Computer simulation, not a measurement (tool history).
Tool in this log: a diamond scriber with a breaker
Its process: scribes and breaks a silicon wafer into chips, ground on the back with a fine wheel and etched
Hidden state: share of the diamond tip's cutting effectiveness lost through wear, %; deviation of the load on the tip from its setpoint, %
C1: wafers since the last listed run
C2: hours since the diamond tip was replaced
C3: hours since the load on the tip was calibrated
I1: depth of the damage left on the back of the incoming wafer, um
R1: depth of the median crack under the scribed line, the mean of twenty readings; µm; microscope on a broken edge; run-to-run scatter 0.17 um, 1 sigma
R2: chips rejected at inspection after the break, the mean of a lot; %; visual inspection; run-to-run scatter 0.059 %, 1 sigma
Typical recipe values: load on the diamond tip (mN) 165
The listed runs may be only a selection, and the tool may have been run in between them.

{"run": 1, "hour": 0.0, "load on the diamond tip (mN)": 179, "C1": 0, "C2": 566.6, "C3": 588.1, "I1": 0.41, "R1": 7.77, "R2": 8.31}
{"run": 2, "hour": 28.3, "load on the diamond tip (mN)": 179, "C1": 53, "C2": 594.9, "C3": 616.4, "I1": 0.38, "R1": 7.71, "R2": 8.71}
{"run": 3, "hour": 41.2, "load on the diamond tip (mN)": 179, "C1": 24, "C2": 607.8, "C3": 629.3, "I1": 0.3, "R1": 7.43, "R2": 9.79}
{"run": 4, "hour": 70.6, "load on the diamond tip (mN)": 165, "C1": 55, "C2": 637.2, "C3": 658.7, "I1": 0.8, "R1": 6.89, "R2": 15.61}
{"run": 5, "hour": 117.7, "load on the diamond tip (mN)": 165, "C1": 88, "C2": 684.3, "C3": 705.8, "I1": 0.34, "R1": 6.77, "R2": 15.63}
{"run": 6, "hour": 143.2, "load on the diamond tip (mN)": 165, "C1": 47, "C2": 709.8, "C3": 731.3, "I1": 0.37, "R1": 6.73, "R2": 17.22}
{"run": 7, "hour": 159.5, "load on the diamond tip (mN)": 178, "C1": 30, "C2": 726.1, "C3": 747.6, "I1": 0.37, "R1": 7.58, "R2": 11.38}
{"run": 8, "hour": 191.5, "load on the diamond tip (mN)": 133, "C1": 60, "C2": 758.1, "C3": 779.6, "I1": 0.37, "R1": 5.18, "R2": 45.96}
{"run": 9, "hour": 226.5, "load on the diamond tip (mN)": 139, "C1": 65, "C2": 793.1, "C3": 814.6, "I1": 0.59, "R1": 5.22, "R2": 38.23}
{"run": 10, "hour": 244.0, "load on the diamond tip (mN)": 139, "C1": 32, "C2": 810.6, "C3": 832.1, "I1": 0.47, "R1": 5.52, "R2": 36.83}
{"run": 11, "hour": 265.9, "load on the diamond tip (mN)": 139, "C1": 41, "C2": 832.5, "C3": 854.0, "I1": 0.72, "R1": 5.4, "R2": 37.1}
{"run": 12, "hour": 296.9, "load on the diamond tip (mN)": 165, "C1": 58, "C2": 863.5, "C3": 885.0, "I1": 0.51, "R1": 6.66, "R2": 19.74}
{"run": 13, "hour": 321.9, "load on the diamond tip (mN)": 165, "C1": 46, "C2": 888.5, "C3": 910.0, "I1": 0.74, "R1": 6.65, "R2": 20.99}
{"run": 14, "hour": 340.8, "load on the diamond tip (mN)": 165, "C1": 35, "C2": 907.4, "C3": 928.9, "I1": 0.75, "R1": 6.63, "R2": 20.15}
{"run": 15, "hour": 376.5, "load on the diamond tip (mN)": 165, "C1": 67, "C2": 943.1, "C3": 964.6, "I1": 0.78, "R1": 6.57, "R2": 21.6}
{"run": 16, "hour": 396.2, "load on the diamond tip (mN)": 203, "C1": 37, "C2": 962.8, "C3": 984.3, "I1": 0.57, "R1": 8.24, "R2": 5.15}
{"run": 17, "hour": 413.4, "load on the diamond tip (mN)": 203, "C1": 32, "C2": 980.0, "C3": 1001.5, "I1": 0.65, "R1": 7.88, "R2": 4.97}
{"run": 18, "hour": 447.7, "load on the diamond tip (mN)": 203, "C1": 64, "C2": 1014.3, "C3": 1035.8, "I1": 0.48, "R1": 8.44, "R2": 5.11}
{"run": 19, "hour": 478.5, "load on the diamond tip (mN)": 191, "C1": 57, "C2": 1045.1, "C3": 1066.6, "I1": 0.5, "R1": 7.57, "R2": 9.64}
{"run": 20, "hour": 505.1, "load on the diamond tip (mN)": 212, "C1": 49, "C2": 1071.7, "C3": 1093.2, "I1": 0.45, "R1": 8.65, "R2": 3.92}
{"hour": 525.1, "done": "diamond tip replaced by a new one"}
{"run": 21, "hour": 526.5, "load on the diamond tip (mN)": 132, "C1": 36, "C2": 1.4, "C3": 1114.6, "I1": 0.55, "R1": 5.97, "R2": 28.22}
{"run": 22, "hour": 558.9, "load on the diamond tip (mN)": 126, "C1": 60, "C2": 33.8, "C3": 1147.0, "I1": 0.43, "R1": 5.34, "R2": 38.34}
{"run": 23, "hour": 573.1, "load on the diamond tip (mN)": 139, "C1": 26, "C2": 48.0, "C3": 1161.2, "I1": 0.57, "R1": 6.22, "R2": 23.96}
{"run": 24, "hour": 591.8, "load on the diamond tip (mN)": 165, "C1": 35, "C2": 66.7, "C3": 1179.9, "I1": 0.56, "R1": 7.55, "R2": 9.05}
{"run": 25, "hour": 605.0, "load on the diamond tip (mN)": 118, "C1": 24, "C2": 79.9, "C3": 1193.1, "I1": 0.76, "R1": 4.93, "R2": 49.89}
{"run": 26, "hour": 624.4, "load on the diamond tip (mN)": 206, "C1": 36, "C2": 99.3, "C3": 1212.5, "I1": 0.52, "R1": 9.5, "R2": 1.35}
{"hour": 642.4, "done": "load on the tip recalibrated"}
{"run": 27, "hour": 656.6, "load on the diamond tip (mN)": 119, "C1": 56, "C2": 131.5, "C3": 14.2, "I1": 0.6, "R1": 5.89, "R2": 34.84}
{"run": 28, "hour": 677.6, "load on the diamond tip (mN)": 165, "C1": 39, "C2": 152.5, "C3": 35.2, "I1": 0.38, "R1": 8.65, "R2": 2.65}
{"run": 29, "hour": 700.7, "load on the diamond tip (mN)": 165, "C1": 43, "C2": 175.6, "C3": 58.3, "I1": 0.54, "R1": 8.27, "R2": 3.35}
{"run": 30, "hour": 718.2, "load on the diamond tip (mN)": 183, "C1": 32, "C2": 193.1, "C3": 75.8, "I1": 0.56, "R1": 9.69, "R2": 1.44}
{"run": 31, "hour": 730.7, "load on the diamond tip (mN)": 197, "C1": 23, "C2": 205.6, "C3": 88.3, "I1": 0.66, "R1": 10.18, "R2": 1.73}
{"run": 32, "hour": 746.8, "load on the diamond tip (mN)": 165, "C1": 30, "C2": 221.7, "C3": 104.4, "I1": 0.31, "R1": 8.19, "R2": 4.28}
{"run": 33, "hour": 766.2, "load on the diamond tip (mN)": 186, "C1": 36, "C2": 241.1, "C3": 123.8, "I1": 0.35, "R1": 9.24, "R2": 1.38}
{"run": 34, "hour": 784.7, "load on the diamond tip (mN)": 130, "C1": 34, "C2": 259.6, "C3": 142.3, "I1": 0.64, "R1": 6.18, "R2": 25.57}
{"run": 35, "hour": 813.2, "load on the diamond tip (mN)": 124, "C1": 53, "C2": 288.1, "C3": 170.8, "I1": 0.3, "R1": 5.33, "R2": 36.32}
{"run": 36, "hour": 828.9, "load on the diamond tip (mN)": 122, "C1": 29, "C2": 303.8, "C3": 186.5, "I1": 0.68, "R1": 5.49, "R2": 38.17}
{"run": 37, "hour": 918.4, "load on the diamond tip (mN)": 188, "C1": 168, "C2": 393.3, "C3": 276.0, "I1": 0.78, "R1": 8.89, "R2": 2.67}
{"run": 38, "hour": 935.0, "load on the diamond tip (mN)": 203, "C1": 31, "C2": 409.9, "C3": 292.6, "I1": 0.65, "R1": 9.34, "R2": 1.41}
{"run": 39, "hour": 961.4, "load on the diamond tip (mN)": 165, "C1": 49, "C2": 436.3, "C3": 319.0, "I1": 0.36, "R1": 7.55, "R2": 9.99}
{"run": 40, "hour": 981.4, "load on the diamond tip (mN)": 125, "C1": 37, "C2": 456.3, "C3": 339.0, "I1": 0.76, "R1": 5.25, "R2": 43.55}
{"run": 41, "hour": 1001.8, "load on the diamond tip (mN)": 165, "C1": 38, "C2": 476.7, "C3": 359.4, "I1": 0.7, "R1": 7.38, "R2": 11.28}

Each row is a separate what-if for the run after 41, all from the same tool condition, not one after another. Results?
{"run": "A", "hour": 1002.4, "load on the diamond tip (mN)": 165, "C1": 1, "C2": 477.3, "C3": 360.0, "I1": 0.3, "R1": "?", "R2": "?"}
{"run": "B", "hour": 1002.4, "load on the diamond tip (mN)": 147, "C1": 1, "C2": 477.3, "C3": 360.0, "I1": 0.3, "R1": "?", "R2": "?"}
{"run": "C", "hour": 1002.4, "load on the diamond tip (mN)": 205, "C1": 1, "C2": 477.3, "C3": 360.0, "I1": 0.3, "R1": "?", "R2": "?"}
{"run": "D", "hour": 1002.4, "load on the diamond tip (mN)": 151, "C1": 1, "C2": 477.3, "C3": 360.0, "I1": 0.3, "R1": "?", "R2": "?"}
{"run": "E", "hour": 1002.4, "load on the diamond tip (mN)": 138, "C1": 1, "C2": 477.3, "C3": 360.0, "I1": 0.3, "R1": "?", "R2": "?"}

run=A R1=7.39 R2=11.60
run=B R1=6.44 R2=23.03
run=C R1=9.30 R2=1.62
run=D R1=6.66 R2=20.02
run=E R1=5.94 R2=30.90
Had the tool no hidden state, the same runs would have come out as:
run=A R1=9.69 R2=1.37
run=B R1=8.45 R2=4.08
run=C R1=12.19 R2=8.85
run=D R1=8.73 R2=2.94
run=E R1=7.79 R2=8.08
